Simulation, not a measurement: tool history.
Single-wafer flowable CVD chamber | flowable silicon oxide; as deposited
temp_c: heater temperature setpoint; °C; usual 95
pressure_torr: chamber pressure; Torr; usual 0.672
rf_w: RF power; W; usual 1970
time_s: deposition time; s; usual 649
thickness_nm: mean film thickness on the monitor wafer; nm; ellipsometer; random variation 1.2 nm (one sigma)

run	hour	temp_c	pressure_torr	rf_w	time_s	wafers since the last listed run	hours since the last thermocouple change	hours since the last RF generator calibration	hours since the last manometer calibration	hours since the showerhead was replaced	hours since the gauge calibration	read-back reference wafer on the same gauge, thickness_nm	thickness_nm
1	0	95	0.747	1970	649	0	1774	623	1088.1	6733.8	262	299.277	412.73
2	67.5	95	0.672	1970	649	237	1841.5	690.5	1155.6	6801.3	329.5	299.218	374.596
3	88.8	95	0.672	1970	649	74	1862.8	711.8	1176.9	6822.6	350.8	298.902	374.846
4	113.1	95	0.672	1970	649	85	1887.1	736.1	1201.2	6846.9	375.1	299.253	376.836
# hour 114.7: gauge calibrated
5	146.8	95	0.546	1970	649	118	1920.8	769.8	1234.9	6880.6	32.1	299.655	305.971
6	171.5	95	0.546	1970	649	86	1945.5	794.5	1259.6	6905.3	56.8	299.294	305.168
7	195.3	95	0.546	1970	649	83	1969.3	818.3	1283.4	6929.1	80.6	299.42	304.852
8	218.4	95	0.672	1970	649	81	1992.4	841.4	1306.5	6952.2	103.7	299.025	374.696
9	243.2	95	0.672	1970	692	87	2017.2	866.2	1331.3	6977	128.5	299.093	400.123
10	260.8	95	0.672	1735	649	61	2034.8	883.8	1348.9	6994.6	146.1	298.675	359.23
# hour 279.4: showerhead replaced
11	292.1	95	0.672	1735	649	81	2066.1	915.1	1380.2	12.7	177.4	298.729	362.134
12	319.9	95	0.672	1970	649	97	2093.9	942.9	1408	40.5	205.2	298.698	374.88
# hour 336.8: RF generator calibrated
13	344.9	108	0.835	1970	649	59	2118.9	8.1	1433	65.5	230.2	299.101	303.203
14	358.5	108	0.63	1845	541	47	2132.5	21.7	1446.6	79.1	243.8	298.977	188.23
# hour 374.5: capacitance manometer re-zeroed and calibrated
15	388.5	108	0.63	1845	541	77	2162.5	51.7	14	109.1	273.8	299.055	174.523
16	402	95	0.724	1695	613	47	2176	65.2	27.5	122.6	287.3	299.045	338.958
17	420.1	95	0.546	1970	649	63	2194.1	83.3	45.6	140.7	305.4	299.059	286.301
18	444.9	95	0.736	1970	773	87	2218.9	108.1	70.4	165.5	330.2	298.613	456.068
19	475.4	82	0.672	2140	649	107	2249.4	138.6	100.9	196	360.7	298.794	533.854
# hour 479.7: gauge calibrated
# hour 499.1: thermocouple changed; heater temperature recalibrated
20	508.8	95	0.672	1970	649	89	9.7	172	134.3	229.4	29.1	299.006	353.715
21	534.3	95	0.672	1970	649	89	35.2	197.5	159.8	254.9	54.6	298.811	354.665
22	564.9	95	0.672	1970	523	107	65.8	228.1	190.4	285.5	85.2	298.993	287.083
23	579.5	108	0.835	1970	649	51	80.4	242.7	205	300.1	99.8	298.713	289.807
24	609.1	107	0.672	1970	610	104	110	272.3	234.6	329.7	129.4	299.023	225.46
25	627.2	88	0.723	1600	777	63	128.1	290.4	252.7	347.8	147.5	299.281	536.896

Forecast each of these 4 alternatives for the next run:
A	627.8	95	0.672	2175	649	2	128.7	291	253.3	348.4	148.1	?	?
B	627.8	95	0.536	2080	649	2	128.7	291	253.3	348.4	148.1	?	?
C	627.8	106	0.672	1970	649	2	128.7	291	253.3	348.4	148.1	?	?
D	627.8	100	0.672	1970	649	2	128.7	291	253.3	348.4	148.1	?	?

run	read-back reference wafer on the same gauge, thickness_nm	thickness_nm
A	298.897	365.812
B	298.897	290.224
C	298.897	249.011
D	298.897	304.119
Without the tool's hidden state the same runs would have given:
run	thickness_nm
A	355.406
B	281.66
C	241.927
D	295.468

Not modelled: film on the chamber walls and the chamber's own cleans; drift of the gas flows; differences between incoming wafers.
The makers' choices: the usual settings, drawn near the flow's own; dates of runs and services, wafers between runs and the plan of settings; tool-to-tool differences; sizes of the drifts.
